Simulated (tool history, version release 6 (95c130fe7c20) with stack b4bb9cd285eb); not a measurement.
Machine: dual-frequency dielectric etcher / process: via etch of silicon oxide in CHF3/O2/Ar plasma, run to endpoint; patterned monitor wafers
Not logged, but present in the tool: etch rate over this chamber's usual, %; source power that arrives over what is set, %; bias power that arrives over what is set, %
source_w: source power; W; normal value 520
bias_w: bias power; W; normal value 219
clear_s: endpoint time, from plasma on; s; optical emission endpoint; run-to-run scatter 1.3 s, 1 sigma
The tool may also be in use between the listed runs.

run,hour,source_w,bias_w,wafers since the last listed run,hours since the last wet clean,hours since the last source power generator calibration,hours since the last bias power generator calibration,hours since the last upper electrode change,"incoming incoming film thickness, nm",clear_s
1,0.0,520,219,0,368.8,2522.6,267.4,631.0,623.5,328.6
2,55.0,520,219,226,423.8,2577.6,322.4,686.0,629.1,332.3
3,149.5,520,219,390,518.3,2672.1,416.9,780.5,627.8,335.2
4,238.3,520,219,366,607.1,2760.9,505.7,869.3,631.0,335.9
# hour 300.9: wet clean of the chamber
5,430.3,520,219,693,129.4,2952.9,697.7,1061.3,631.1,329.2
6,503.2,520,219,300,202.3,3025.8,770.6,1134.2,633.5,333.4
7,545.3,520,219,173,244.4,3067.9,812.7,1176.3,627.5,330.2
8,585.0,520,219,163,284.1,3107.6,852.4,1216.0,631.2,333.0
# hour 629.1: source power generator calibrated
9,642.7,520,219,221,341.8,13.6,910.1,1273.7,624.3,323.7
10,689.6,520,219,193,388.7,60.5,957.0,1320.6,629.1,326.0
11,728.2,450,219,159,427.3,99.1,995.6,1359.2,630.4,344.0
12,779.1,450,219,210,478.2,150.0,1046.5,1410.1,633.7,344.7
# hour 818.0: wet clean of the chamber
13,860.9,620,219,238,42.9,231.8,1128.3,1491.9,631.6,309.5
14,923.0,440,219,256,105.0,293.9,1190.4,1554.0,626.5,340.4
15,1003.9,440,219,333,185.9,374.8,1271.3,1634.9,628.3,342.8
16,1313.2,520,219,1276,495.2,684.1,1580.6,1944.2,631.9,329.6
# hour 1395.3: wet clean of the chamber
17,1404.7,650,252,278,9.4,775.6,1672.1,2035.7,633.8,292.7
18,1445.7,520,219,169,50.4,816.6,1713.1,2076.7,633.1,330.1
# hour 1552.1: upper electrode replaced
19,1552.6,400,263,342,157.3,923.5,1820.0,0.5,625.1,330.3
20,1604.8,630,203,215,209.5,975.7,1872.2,52.7,630.0,322.4
21,1711.1,520,219,438,315.8,1082.0,1978.5,159.0,632.1,333.6
22,1814.1,520,185,425,418.8,1185.0,2081.5,262.0,627.4,357.4
23,1887.1,560,219,301,491.8,1258.0,2154.5,335.0,623.7,325.1
# hour 1904.2: bias power generator calibrated
24,1947.3,400,262,231,552.0,1318.2,43.1,395.2,626.3,336.6
# hour 2036.6: wet clean of the chamber
25,2037.1,520,260,271,0.5,1408.0,132.9,485.0,630.0,306.0
26,2101.1,520,186,264,64.5,1472.0,196.9,549.0,634.9,353.1
27,2180.8,520,219,328,144.2,1551.7,276.6,628.7,632.1,333.5
28,2260.1,520,185,327,223.5,1631.0,355.9,708.0,633.1,357.7
29,2361.8,520,219,419,325.2,1732.7,457.6,809.7,627.2,332.7
30,2443.6,630,266,337,407.0,1814.5,539.4,891.5,638.1,293.6

Run 31 comes next. What will it give?
31,2512.5,610,219,284,475.9,1883.4,608.3,960.4,625.0,?

{"run 31": {"clear_s": 312.4}}
Take away the tool's hidden state, keep the run-to-run variation as it was, and the same run would have given clear_s 303.3 s.
